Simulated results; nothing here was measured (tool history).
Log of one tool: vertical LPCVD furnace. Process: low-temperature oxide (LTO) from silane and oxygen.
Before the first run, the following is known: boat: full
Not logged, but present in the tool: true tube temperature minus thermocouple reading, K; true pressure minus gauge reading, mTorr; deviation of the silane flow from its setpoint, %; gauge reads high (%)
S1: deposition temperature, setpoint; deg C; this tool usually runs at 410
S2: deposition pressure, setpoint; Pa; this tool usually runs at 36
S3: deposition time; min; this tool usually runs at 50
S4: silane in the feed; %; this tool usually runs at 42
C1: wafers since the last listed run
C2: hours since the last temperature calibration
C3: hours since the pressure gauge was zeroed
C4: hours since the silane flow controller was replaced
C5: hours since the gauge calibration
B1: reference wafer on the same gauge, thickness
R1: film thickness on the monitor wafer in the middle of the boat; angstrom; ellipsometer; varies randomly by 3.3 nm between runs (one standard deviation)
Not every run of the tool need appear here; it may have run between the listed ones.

run 1 hour=0 | S1=410 S2=29.3 S3=37.5 S4=42 | C1=0 C2=132.3 C3=1587.6 C4=4455.2 C5=2804.7 | B1=705.32 | R1=4579.8
run 2 hour=99.1 | S1=410 S2=29.3 S3=37.5 S4=42 | C1=1065 C2=231.4 C3=1686.7 C4=4554.3 C5=2903.8 | B1=706.81 | R1=4612.7
run 3 hour=257.8 | S1=413 S2=36 S3=50 S4=40 | C1=1706 C2=390.1 C3=1845.4 C4=4713 C5=3062.5 | B1=707.33 | R1=7384.3
run 4 hour=313.6 | S1=413 S2=36 S3=50 S4=40 | C1=599 C2=445.9 C3=1901.2 C4=4768.8 C5=3118.3 | B1=707.21 | R1=7365.6
run 5 hour=354.9 | S1=410 S2=36 S3=50 S4=42 | C1=444 C2=487.2 C3=1942.5 C4=4810.1 C5=3159.6 | B1=707.5 | R1=7564.9
run 6 hour=427 | S1=410 S2=36 S3=50 S4=42 | C1=775 C2=559.3 C3=2014.6 C4=4882.2 C5=3231.7 | B1=707.73 | R1=7556.3
run 7 hour=515.7 | S1=410 S2=36 S3=50 S4=42 | C1=953 C2=648 C3=2103.3 C4=4970.9 C5=3320.4 | B1=708.26 | R1=7494.9
-- hour=531.7 gauge calibrated
run 8 hour=555.2 | S1=410 S2=36 S3=50 S4=42 | C1=424 C2=687.5 C3=2142.8 C4=5010.4 C5=23.5 | B1=689.37 | R1=7291.8
run 9 hour=613.5 | S1=410 S2=36 S3=50 S4=42 | C1=626 C2=745.8 C3=2201.1 C4=5068.7 C5=81.8 | B1=690.05 | R1=7383.8
run 10 hour=664.5 | S1=410 S2=36 S3=50 S4=42 | C1=548 C2=796.8 C3=2252.1 C4=5119.7 C5=132.8 | B1=689.32 | R1=7349.8
-- hour=731.4 silane flow controller replaced
run 11 hour=731.9 | S1=410 S2=40 S3=50 S4=42 | C1=466 C2=864.2 C3=2319.5 C4=0.5 C5=200.2 | B1=690.35 | R1=8149.1
run 12 hour=833.6 | S1=410 S2=40 S3=50 S4=42 | C1=1093 C2=965.9 C3=2421.2 C4=102.2 C5=301.9 | B1=690.86 | R1=8196.6
run 13 hour=899.6 | S1=417 S2=33.3 S3=57.5 S4=49 | C1=709 C2=1031.9 C3=2487.2 C4=168.2 C5=367.9 | B1=691.49 | R1=9739.2
run 14 hour=998.2 | S1=410 S2=36 S3=50 S4=42 | C1=1060 C2=1130.5 C3=2585.8 C4=266.8 C5=466.5 | B1=691.34 | R1=7376.7
run 15 hour=1054.5 | S1=405 S2=36 S3=50 S4=34 | C1=605 C2=1186.8 C3=2642.1 C4=323.1 C5=522.8 | B1=691.93 | R1=5358.6
run 16 hour=1155.2 | S1=410 S2=36 S3=69.5 S4=50 | C1=1082 C2=1287.5 C3=2742.8 C4=423.8 C5=623.5 | B1=691.95 | R1=12085.7
run 17 hour=1195.3 | S1=407 S2=36 S3=50 S4=42 | C1=431 C2=1327.6 C3=2782.9 C4=463.9 C5=663.6 | B1=693.27 | R1=7138.1
run 18 hour=1255.2 | S1=410 S2=36 S3=33.5 S4=42 | C1=644 C2=1387.5 C3=2842.8 C4=523.8 C5=723.5 | B1=691.93 | R1=4948.7
run 19 hour=1361 | S1=400 S2=32.7 S3=36 S4=42 | C1=1137 C2=1493.3 C3=2948.6 C4=629.6 C5=829.3 | B1=694.3 | R1=4311.3
run 20 hour=1466.1 | S1=410 S2=36 S3=50 S4=35 | C1=1129 C2=1598.4 C3=3053.7 C4=734.7 C5=934.4 | B1=694.41 | R1=5977.7
run 21 hour=1551.9 | S1=402 S2=36 S3=50 S4=35 | C1=922 C2=1684.2 C3=3139.5 C4=820.5 C5=1020.2 | B1=694.54 | R1=5463.8
run 22 hour=1602.4 | S1=410 S2=36 S3=50 S4=42 | C1=542 C2=1734.7 C3=3190 C4=871 C5=1070.7 | B1=695.22 | R1=7366.7
run 23 hour=1699.5 | S1=416 S2=31.3 S3=50 S4=42 | C1=1043 C2=1831.8 C3=3287.1 C4=968.1 C5=1167.8 | B1=695.61 | R1=6852.4
-- hour=1777.5 thermocouples replaced and temperature profile calibrated
run 24 hour=1782.3 | S1=401 S2=36 S3=43 S4=40 | C1=632 C2=4.8 C3=3369.9 C4=1050.9 C5=1250.6 | B1=696.17 | R1=5533.7
run 25 hour=1833 | S1=420 S2=36 S3=32 S4=42 | C1=545 C2=55.5 C3=3420.6 C4=1101.6 C5=1301.3 | B1=697.09 | R1=5231.1
run 26 hour=1899.8 | S1=419 S2=29.3 S3=41.5 S4=34 | C1=718 C2=122.3 C3=3487.4 C4=1168.4 C5=1368.1 | B1=696.68 | R1=4262.9
-- hour=1935 pressure gauge zeroed
run 27 hour=2137 | S1=410 S2=29.3 S3=37.5 S4=42 | C1=2292 C2=359.5 C3=202 C4=1405.6 C5=1605.3 | B1=697.61 | R1=4544.4
run 28 hour=2235.1 | S1=410 S2=36 S3=50 S4=42 | C1=1054 C2=457.6 C3=300.1 C4=1503.7 C5=1703.4 | B1=698.32 | R1=7411.8
run 29 hour=2288.1 | S1=407 S2=28.7 S3=56 S4=46 | C1=569 C2=510.6 C3=353.1 C4=1556.7 C5=1756.4 | B1=698.57 | R1=7046.1
run 30 hour=2325.3 | S1=410 S2=36 S3=62.5 S4=42 | C1=399 C2=547.8 C3=390.3 C4=1593.9 C5=1793.6 | B1=698.86 | R1=9323.7
run 31 hour=2637.1 | S1=400 S2=36 S3=50 S4=42 | C1=3352 C2=859.6 C3=702.1 C4=1905.7 C5=2105.4 | B1=700.12 | R1=6703.7

How the hidden state differs across the entries between the runs, from the last listed run before each to the first after it:
After run 7, before run 8: gauge calibrated (hour 531.7)
  gauge reads high (%): 2.64 -> -0.0946
  what was measured, less what the result would be without the hidden state, R1: +192.9 -> -7 angstrom
After run 10, before run 11: silane flow controller replaced (hour 731.4)
  gauge reads high (%): -0.00818 -> 0.0451
  what was measured, less what the result would be without the hidden state, R1: -0.6 -> +3.7 angstrom
After run 23, before run 24: thermocouples replaced and temperature profile calibrated (hour 1777.5)
  gauge reads high (%): 0.81 -> 0.875
  what was measured, less what the result would be without the hidden state, R1: +55.1 -> +48 angstrom
After run 26, before run 27: pressure gauge zeroed (hour 1935)
  gauge reads high (%): 0.968 -> 1.16
  what was measured, less what the result would be without the hidden state, R1: +40.9 -> +52 angstrom
